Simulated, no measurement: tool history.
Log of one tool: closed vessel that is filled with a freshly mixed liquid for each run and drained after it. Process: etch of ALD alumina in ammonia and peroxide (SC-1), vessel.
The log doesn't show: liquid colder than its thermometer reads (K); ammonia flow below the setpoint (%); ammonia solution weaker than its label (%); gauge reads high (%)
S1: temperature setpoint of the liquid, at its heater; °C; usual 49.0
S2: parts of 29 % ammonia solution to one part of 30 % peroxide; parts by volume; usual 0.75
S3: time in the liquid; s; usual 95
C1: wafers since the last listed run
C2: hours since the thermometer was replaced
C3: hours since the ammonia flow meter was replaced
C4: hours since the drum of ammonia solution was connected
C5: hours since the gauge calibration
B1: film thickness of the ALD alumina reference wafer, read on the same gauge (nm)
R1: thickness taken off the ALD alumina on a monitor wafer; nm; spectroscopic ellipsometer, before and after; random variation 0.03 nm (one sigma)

run,day,S1,S2,S3,C1,C2,C3,C4,C5,B1,R1
1,0.000,55.5,0.75,140,0,699.4,232.0,134.0,126.6,59.998,7.615
2,0.704,49.0,1.05,80,1000,716.3,248.9,150.9,143.5,59.985,3.158
3,1.771,49.0,0.75,60,1515,741.9,274.5,176.5,169.1,60.030,2.288
4,2.350,49.0,0.75,60,822,755.8,288.4,190.4,183.0,60.024,2.267
5,2.933,53.5,0.75,115,828,769.8,302.4,204.4,197.0,60.004,5.629
6,4.025,53.5,0.75,115,1550,796.0,328.6,230.6,223.2,60.026,5.542
# day 5.012: thermometer replaced
7,5.112,53.5,0.75,115,1485,2.4,354.7,256.7,249.3,59.991,6.277
# day 5.262: new drum of ammonia solution connected
8,5.992,56.0,0.50,135,1189,23.5,375.8,17.5,270.4,60.018,8.125
# day 6.238: gauge calibrated
9,6.862,44.5,0.45,95,1236,44.4,396.7,38.4,15.0,60.004,2.990
10,8.079,49.0,0.85,50,1728,73.6,425.9,67.6,44.2,60.050,2.125
# day 8.375: ammonia flow meter replaced
11,8.783,49.0,0.75,95,940,90.5,9.8,84.5,61.1,60.013,3.991
12,9.504,49.0,0.75,95,1023,107.8,27.1,101.8,78.4,59.996,3.895
13,10.754,45.5,0.75,95,1775,137.8,57.1,131.8,108.4,60.004,3.220
14,12.200,54.5,1.10,95,2053,172.5,91.8,166.5,143.1,59.992,5.418

5 ways to go on from here, each from the tool as it stands after run 14. What would each give?
A,12.229,49.0,0.65,95,41,173.2,92.5,167.2,143.8,?,?
B,12.229,40.0,0.75,95,41,173.2,92.5,167.2,143.8,?,?
C,12.229,56.5,0.40,95,41,173.2,92.5,167.2,143.8,?,?
D,12.229,45.0,0.75,65,41,173.2,92.5,167.2,143.8,?,?
E,12.229,58.0,0.35,40,41,173.2,92.5,167.2,143.8,?,?

run,B1,R1
A,59.979,3.867
B,59.979,2.339
C,59.979,5.545
D,59.979,2.141
E,59.979,2.495
Without the tool's hidden state the same runs would have given:
run,R1
A,4.007
B,2.429
C,5.736
D,2.220
E,2.579
